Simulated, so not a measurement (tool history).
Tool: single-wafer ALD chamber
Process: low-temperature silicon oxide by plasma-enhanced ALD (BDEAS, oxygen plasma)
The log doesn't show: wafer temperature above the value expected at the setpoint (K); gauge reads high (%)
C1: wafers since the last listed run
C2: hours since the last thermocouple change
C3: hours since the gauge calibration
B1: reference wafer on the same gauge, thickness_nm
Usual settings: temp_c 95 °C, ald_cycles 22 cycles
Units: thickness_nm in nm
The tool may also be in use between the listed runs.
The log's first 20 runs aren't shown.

Run 21, hour 1596.4: usual settings but temp_c 102 °C, ald_cycles 21 cycles; C1 765; C2 1199; C3 471.4; B1 3.203. Result: thickness_nm 2.895 nm.
Run 22, hour 1697.5: usual settings but temp_c 109 °C, ald_cycles 19 cycles; C1 898; C2 1300.1; C3 572.5; B1 3.197. Result: thickness_nm 2.596 nm.
Run 23, hour 1796.4: usual settings but temp_c 89 °C, ald_cycles 24 cycles; C1 879; C2 1399; C3 671.4; B1 3.201. Result: thickness_nm 3.473 nm.
Run 24, hour 1878.4: usual settings; C1 728; C2 1481; C3 753.4; B1 3.199. Result: thickness_nm 3.101 nm.
At hour 1942.9: thermocouple changed; heater temperature recalibrated.
Run 25, hour 1957.6: usual settings; C1 632; C2 14.7; C3 832.6; B1 3.199. Result: thickness_nm 3.086 nm.
Run 26, hour 2025.3: usual settings but temp_c 83 °C; C1 601; C2 82.4; C3 900.3; B1 3.201. Result: thickness_nm 3.2 nm.
Run 27, hour 2099.5: usual settings; C1 659; C2 156.6; C3 974.5; B1 3.198. Result: thickness_nm 3.074 nm.
Run 28, hour 2175.2: usual settings but temp_c 88 °C, ald_cycles 26 cycles; C1 672; C2 232.3; C3 1050.2; B1 3.2. Result: thickness_nm 3.724 nm.
Run 29, hour 2381.6: usual settings but temp_c 82 °C, ald_cycles 26 cycles; C1 1834; C2 438.7; C3 1256.6; B1 3.2. Result: thickness_nm 3.773 nm.
Run 30, hour 2484.6: usual settings but temp_c 88 °C, ald_cycles 19 cycles; C1 915; C2 541.7; C3 1359.6; B1 3.199. Result: thickness_nm 2.722 nm.
Run 31, hour 2580.3: usual settings but temp_c 86 °C, ald_cycles 25 cycles; C1 850; C2 637.4; C3 1455.3; B1 3.201. Result: thickness_nm 3.607 nm.
Run 32, hour 2648: usual settings but temp_c 85 °C; C1 601; C2 705.1; C3 1523; B1 3.203. Result: thickness_nm 3.2 nm.
Run 33, hour 2709.9: usual settings; C1 550; C2 767; C3 1584.9; B1 3.202. Result: thickness_nm 3.078 nm.
Run 34, hour 2754: usual settings but temp_c 99 °C, ald_cycles 21 cycles; C1 391; C2 811.1; C3 1629; B1 3.199. Result: thickness_nm 2.913 nm.
Run 35, hour 2860.6: usual settings but temp_c 102 °C, ald_cycles 23 cycles; C1 947; C2 917.7; C3 1735.6; B1 3.198. Result: thickness_nm 3.164 nm.
Run 36, hour 2943.6: usual settings but ald_cycles 18 cycles; C1 737; C2 1000.7; C3 1818.6; B1 3.197. Result: thickness_nm 2.521 nm.
Run 37, hour 2997.8: usual settings but temp_c 100 °C; C1 481; C2 1054.9; C3 1872.8; B1 3.203. Result: thickness_nm 3.076 nm.

Forecast each of these 5 alternatives for the next run:
Run A, hour 2998.2: usual settings; C1 3; C2 1055.3; C3 1873.2; B1 ?. Result: thickness_nm ?.
Run B, hour 2998.2: usual settings but temp_c 103 °C, ald_cycles 24 cycles; C1 3; C2 1055.3; C3 1873.2; B1 ?. Result: thickness_nm ?.
Run C, hour 2998.2: usual settings but ald_cycles 20 cycles; C1 3; C2 1055.3; C3 1873.2; B1 ?. Result: thickness_nm ?.
Run D, hour 2998.2: usual settings but ald_cycles 23 cycles; C1 3; C2 1055.3; C3 1873.2; B1 ?. Result: thickness_nm ?.
Run E, hour 2998.2: usual settings but temp_c 105 °C; C1 3; C2 1055.3; C3 1873.2; B1 ?. Result: thickness_nm ?.

run     B1  thickness_nm
  A  3.199         3.084
  B  3.199         3.277
  C  3.199         2.804
  D  3.199         3.225
  E  3.199          2.99
Without the tool's hidden state the same runs would have given:
run  thickness_nm
  A          3.05
  B         3.254
  C         2.772
  D         3.188
  E         2.972
